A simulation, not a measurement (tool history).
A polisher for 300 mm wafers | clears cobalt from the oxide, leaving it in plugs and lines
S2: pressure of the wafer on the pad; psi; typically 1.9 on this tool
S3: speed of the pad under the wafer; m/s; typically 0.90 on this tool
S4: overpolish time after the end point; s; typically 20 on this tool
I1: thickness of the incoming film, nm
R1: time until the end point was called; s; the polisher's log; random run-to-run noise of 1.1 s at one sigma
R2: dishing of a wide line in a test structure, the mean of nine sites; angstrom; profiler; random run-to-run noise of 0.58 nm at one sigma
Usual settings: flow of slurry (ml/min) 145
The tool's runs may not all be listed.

run 1 hour=0.0 | flow_of_slurry_(ml/min)=145 S2=1.9 S3=0.90 S4=20 | I1=376.1 | R1=79.8 R2=493
-- hour=20.7 worn pad replaced by a new one
run 2 hour=21.2 | flow_of_slurry_(ml/min)=145 S2=1.9 S3=0.90 S4=20 | I1=382.5 | R1=79.2 R2=512
run 3 hour=25.4 | flow_of_slurry_(ml/min)=145 S2=1.9 S3=0.70 S4=20 | I1=385.2 | R1=102.1 R2=440
run 4 hour=37.5 | flow_of_slurry_(ml/min)=145 S2=1.9 S3=0.70 S4=20 | I1=379.2 | R1=103.7 R2=444
run 5 hour=45.2 | flow_of_slurry_(ml/min)=145 S2=1.9 S3=0.70 S4=20 | I1=385.7 | R1=104.9 R2=438
run 6 hour=61.0 | flow_of_slurry_(ml/min)=145 S2=1.5 S3=1.02 S4=20 | I1=382.0 | R1=92.2 R2=458
run 7 hour=68.3 | flow_of_slurry_(ml/min)=145 S2=1.5 S3=1.02 S4=20 | I1=381.0 | R1=93.6 R2=469
run 8 hour=80.8 | flow_of_slurry_(ml/min)=145 S2=1.5 S3=1.02 S4=20 | I1=374.6 | R1=92.1 R2=454
run 9 hour=87.1 | flow_of_slurry_(ml/min)=145 S2=1.9 S3=0.90 S4=20 | I1=379.8 | R1=86.7 R2=478
run 10 hour=93.3 | flow_of_slurry_(ml/min)=145 S2=2.3 S3=0.90 S4=20 | I1=382.0 | R1=71.7 R2=514
-- hour=102.7 worn pad replaced by a new one
run 11 hour=103.6 | flow_of_slurry_(ml/min)=115 S2=1.9 S3=0.90 S4=20 | I1=374.2 | R1=87.6 R2=466
run 12 hour=142.7 | flow_of_slurry_(ml/min)=115 S2=1.9 S3=0.90 S4=20 | I1=388.1 | R1=92.4 R2=461
run 13 hour=155.7 | flow_of_slurry_(ml/min)=145 S2=2.6 S3=0.68 S4=20 | I1=384.3 | R1=84.8 R2=491
run 14 hour=165.9 | flow_of_slurry_(ml/min)=185 S2=1.7 S3=0.90 S4=20 | I1=383.5 | R1=91.9 R2=467
-- hour=167.3 slurry nozzle cleaned
-- hour=169.1 head pressure recalibrated
run 15 hour=177.2 | flow_of_slurry_(ml/min)=145 S2=2.5 S3=0.78 S4=20 | I1=383.0 | R1=67.9 R2=530
-- hour=187.9 worn pad replaced by a new one
run 16 hour=188.4 | flow_of_slurry_(ml/min)=185 S2=2.5 S3=0.72 S4=15 | I1=375.8 | R1=65.4 R2=474
run 17 hour=198.3 | flow_of_slurry_(ml/min)=145 S2=1.9 S3=0.58 S4=20 | I1=388.0 | R1=112.3 R2=408
run 18 hour=210.9 | flow_of_slurry_(ml/min)=195 S2=1.9 S3=1.08 S4=20 | I1=378.6 | R1=57.8 R2=572
run 19 hour=221.0 | flow_of_slurry_(ml/min)=145 S2=1.9 S3=0.90 S4=20 | I1=377.1 | R1=75.7 R2=509
run 20 hour=230.1 | flow_of_slurry_(ml/min)=145 S2=1.7 S3=0.62 S4=20 | I1=376.2 | R1=120.1 R2=384
run 21 hour=238.9 | flow_of_slurry_(ml/min)=145 S2=1.9 S3=0.90 S4=20 | I1=381.5 | R1=77.2 R2=508
run 22 hour=251.7 | flow_of_slurry_(ml/min)=180 S2=1.9 S3=0.90 S4=20 | I1=377.2 | R1=77.9 R2=505
-- hour=263.2 worn pad replaced by a new one
run 23 hour=280.8 | flow_of_slurry_(ml/min)=145 S2=1.2 S3=0.90 S4=20 | I1=386.3 | R1=122.9 R2=399
run 24 hour=288.4 | flow_of_slurry_(ml/min)=145 S2=1.9 S3=0.90 S4=20 | I1=385.0 | R1=78.7 R2=505
run 25 hour=303.2 | flow_of_slurry_(ml/min)=145 S2=1.3 S3=0.70 S4=20 | I1=382.7 | R1=154.5 R2=339

Predict each of these 5 candidate next runs independently; none follows another, all start after run 25:
run A hour=303.7 | flow_of_slurry_(ml/min)=145 S2=1.9 S3=0.90 S4=20 | I1=383.3 | R1=? R2=?
run B hour=303.7 | flow_of_slurry_(ml/min)=145 S2=1.6 S3=0.82 S4=13 | I1=383.3 | R1=? R2=?
run C hour=303.7 | flow_of_slurry_(ml/min)=145 S2=1.9 S3=0.90 S4=25 | I1=383.3 | R1=? R2=?
run D hour=303.7 | flow_of_slurry_(ml/min)=145 S2=1.9 S3=1.12 S4=20 | I1=383.3 | R1=? R2=?
run E hour=303.7 | flow_of_slurry_(ml/min)=145 S2=2.4 S3=0.90 S4=20 | I1=383.3 | R1=? R2=?

run=A R1=80.0 R2=497
run=B R1=104.3 R2=323
run=C R1=80.0 R2=551
run=D R1=64.3 R2=549
run=E R1=63.4 R2=552
The same runs, with their run-to-run variation unchanged, on a tool lacking any hidden condition would have given:
run=A R1=69.8 R2=531
run=B R1=91.0 R2=356
run=C R1=69.8 R2=581
run=D R1=56.1 R2=579
run=E R1=55.3 R2=582

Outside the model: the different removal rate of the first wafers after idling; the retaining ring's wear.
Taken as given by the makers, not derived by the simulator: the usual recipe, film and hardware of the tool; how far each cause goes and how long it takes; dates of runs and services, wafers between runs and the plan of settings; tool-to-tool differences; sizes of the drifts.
